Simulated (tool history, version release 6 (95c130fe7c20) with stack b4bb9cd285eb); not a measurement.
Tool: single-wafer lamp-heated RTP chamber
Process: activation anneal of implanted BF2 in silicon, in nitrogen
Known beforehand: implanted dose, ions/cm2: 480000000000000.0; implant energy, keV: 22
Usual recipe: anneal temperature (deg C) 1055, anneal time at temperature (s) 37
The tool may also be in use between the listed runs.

run	day	anneal temperature (deg C)	anneal time at temperature (s)	read-back reference wafer on the same gauge, sheet resistance	sheet resistance of the implanted and annealed layer (ohm/square)
1	0	1038	37	196.13	242.76
2	2.779	1038	37	196.01	241.3
3	6.838	1038	37	196.16	240.66
4	11.171	1071	37	196.15	237.5
5	12.688	1071	37	196.03	235.63
6	15.912	1071	37	196.11	234.91
7	18.496	1055	46	195.87	236.16
8	22.325	1069	37	195.95	235.31
9	26.25	1069	37	196.11	236.42
10	29.096	1055	37	196.03	238.63
11	33.088	1055	37	195.98	237.81
12	36.858	1083	48	195.98	231.5
13	39.592	1069	53	196.04	233.59
14	42.408	1038	37	195.91	240.69
15	46.55	1065	44	196.12	236.77
16	49.05	1055	37	195.88	237.7
17	53.504	1032	37	196.23	244
18	55.538	1063	30	195.94	239.57
19	59.004	1028	49	196.21	241.24
20	61.321	1063	20	196.08	241.43
21	65.338	1073	15	195.9	243.25
22	66.992	1038	43	195.8	241.53
23	70.279	1071	15	195.98	243.59

The log once held 8 entries between its listed runs, left out of this copy. Where does each go, and what is different about the tool's unlogged condition between the listed run before it and the listed run after it?
After run 2, before run 3: pyrometer window cleaned and pyrometer calibrated (day 4.467)
  nothing in the hidden state changes from one run to the other
After run 3, before run 4: reflector plate cleaned (day 9.717)
  nothing in the hidden state changes from one run to the other
After run 7, before run 8: pyrometer window cleaned and pyrometer calibrated (day 19.504)
  nothing in the hidden state changes from one run to the other
After run 11, before run 12: pyrometer window cleaned and pyrometer calibrated (day 34.533)
  nothing in the hidden state changes from one run to the other
After run 12, before run 13: gauge calibrated (day 38.904)
  nothing in the hidden state changes from one run to the other
After run 16, before run 17: pyrometer window cleaned and pyrometer calibrated (day 50.292); reflector plate cleaned (day 51.983)
  nothing in the hidden state changes from one run to the other
After run 20, before run 21: pyrometer window cleaned and pyrometer calibrated (day 65.033)
  nothing in the hidden state changes from one run to the other
